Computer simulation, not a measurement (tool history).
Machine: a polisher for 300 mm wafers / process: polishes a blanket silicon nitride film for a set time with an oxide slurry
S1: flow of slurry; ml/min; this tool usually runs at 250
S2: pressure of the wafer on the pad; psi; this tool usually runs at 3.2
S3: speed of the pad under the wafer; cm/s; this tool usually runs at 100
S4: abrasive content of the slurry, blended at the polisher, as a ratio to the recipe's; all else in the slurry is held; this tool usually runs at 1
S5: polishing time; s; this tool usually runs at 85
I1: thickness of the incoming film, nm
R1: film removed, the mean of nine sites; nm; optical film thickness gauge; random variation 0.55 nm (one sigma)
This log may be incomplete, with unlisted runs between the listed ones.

{"run": 1, "day": 0.0, "S1": 250, "S2": 3.2, "S3": 100, "S4": 1, "S5": 85, "I1": 531.6, "R1": 46.1}
{"run": 2, "day": 0.442, "S1": 250, "S2": 3.2, "S3": 100, "S4": 1, "S5": 85, "I1": 542.7, "R1": 47.1}
{"run": 3, "day": 1.025, "S1": 250, "S2": 3.2, "S3": 100, "S4": 1, "S5": 85, "I1": 546.3, "R1": 46.4}
{"run": 4, "day": 1.367, "S1": 250, "S2": 3.2, "S3": 100, "S4": 1, "S5": 85, "I1": 536.9, "R1": 46}
{"run": 5, "day": 2.058, "S1": 250, "S2": 3.2, "S3": 100, "S4": 1, "S5": 85, "I1": 541.3, "R1": 45.1}
{"run": 6, "day": 2.45, "S1": 250, "S2": 3.2, "S3": 100, "S4": 1, "S5": 85, "I1": 539.9, "R1": 45.9}
{"day": 3.038, "done": "worn pad replaced by a new one"}
{"run": 7, "day": 3.058, "S1": 250, "S2": 3.2, "S3": 74, "S4": 1, "S5": 85, "I1": 539.1, "R1": 36.3}
{"day": 3.212, "done": "slurry blender recalibrated"}
{"run": 8, "day": 3.288, "S1": 250, "S2": 3.2, "S3": 100, "S4": 1, "S5": 85, "I1": 536.8, "R1": 45.3}
{"run": 9, "day": 3.858, "S1": 250, "S2": 3.2, "S3": 100, "S4": 1, "S5": 85, "I1": 549.7, "R1": 46}
{"run": 10, "day": 4.458, "S1": 250, "S2": 3.2, "S3": 100, "S4": 1, "S5": 85, "I1": 537.9, "R1": 44.4}
{"run": 11, "day": 5.142, "S1": 250, "S2": 3.8, "S3": 100, "S4": 0.8, "S5": 85, "I1": 543.2, "R1": 46.4}
{"run": 12, "day": 5.658, "S1": 250, "S2": 3.2, "S3": 70, "S4": 1.15, "S5": 65, "I1": 542.2, "R1": 27}
{"day": 6.242, "done": "slurry nozzle cleaned"}
{"day": 6.538, "done": "worn pad replaced by a new one"}
{"run": 13, "day": 6.558, "S1": 250, "S2": 3.2, "S3": 134, "S4": 1, "S5": 69, "I1": 540.6, "R1": 49.5}
{"day": 7.0, "done": "head pressure recalibrated"}
{"run": 14, "day": 7.021, "S1": 200, "S2": 3.2, "S3": 100, "S4": 1, "S5": 72, "I1": 532.1, "R1": 39}
{"day": 7.554, "done": "conditioning disc replaced and pad reconditioned"}
{"run": 15, "day": 7.567, "S1": 185, "S2": 3.2, "S3": 76, "S4": 1.1, "S5": 85, "I1": 543, "R1": 38.3}
{"run": 16, "day": 8.104, "S1": 250, "S2": 3.2, "S3": 100, "S4": 1, "S5": 85, "I1": 534.7, "R1": 46.4}
{"run": 17, "day": 8.738, "S1": 250, "S2": 3.2, "S3": 100, "S4": 1, "S5": 85, "I1": 535.1, "R1": 48.4}
{"run": 18, "day": 9.071, "S1": 250, "S2": 2.4, "S3": 136, "S4": 1.1, "S5": 75, "I1": 549.8, "R1": 41}
{"run": 19, "day": 9.329, "S1": 185, "S2": 3.6, "S3": 100, "S4": 0.75, "S5": 85, "I1": 542.9, "R1": 43.5}
{"day": 9.938, "done": "worn pad replaced by a new one"}
{"run": 20, "day": 10.075, "S1": 250, "S2": 3.2, "S3": 100, "S4": 1, "S5": 85, "I1": 531, "R1": 47.2}

Alternative continuations, all from the tool just after run 20; predict every row:
{"run": "A", "day": 10.096, "S1": 250, "S2": 3.2, "S3": 112, "S4": 1, "S5": 85, "I1": 532.6, "R1": "?"}
{"run": "B", "day": 10.096, "S1": 195, "S2": 4, "S3": 74, "S4": 1, "S5": 61, "I1": 532.6, "R1": "?"}
{"run": "C", "day": 10.096, "S1": 250, "S2": 3.2, "S3": 100, "S4": 0.85, "S5": 85, "I1": 532.6, "R1": "?"}
{"run": "D", "day": 10.096, "S1": 250, "S2": 3.2, "S3": 72, "S4": 1.1, "S5": 85, "I1": 532.6, "R1": "?"}
{"run": "E", "day": 10.096, "S1": 285, "S2": 3.2, "S3": 100, "S4": 0.75, "S5": 85, "I1": 532.6, "R1": "?"}

run=A R1=51.6
run=B R1=32.3
run=C R1=43.6
run=D R1=38.4
run=E R1=41.5
The same runs, with their run-to-run variation unchanged, on a tool lacking any hidden condition would have given:
run=A R1=52.8
run=B R1=33.3
run=C R1=44.6
run=D R1=39.4
run=E R1=42.3
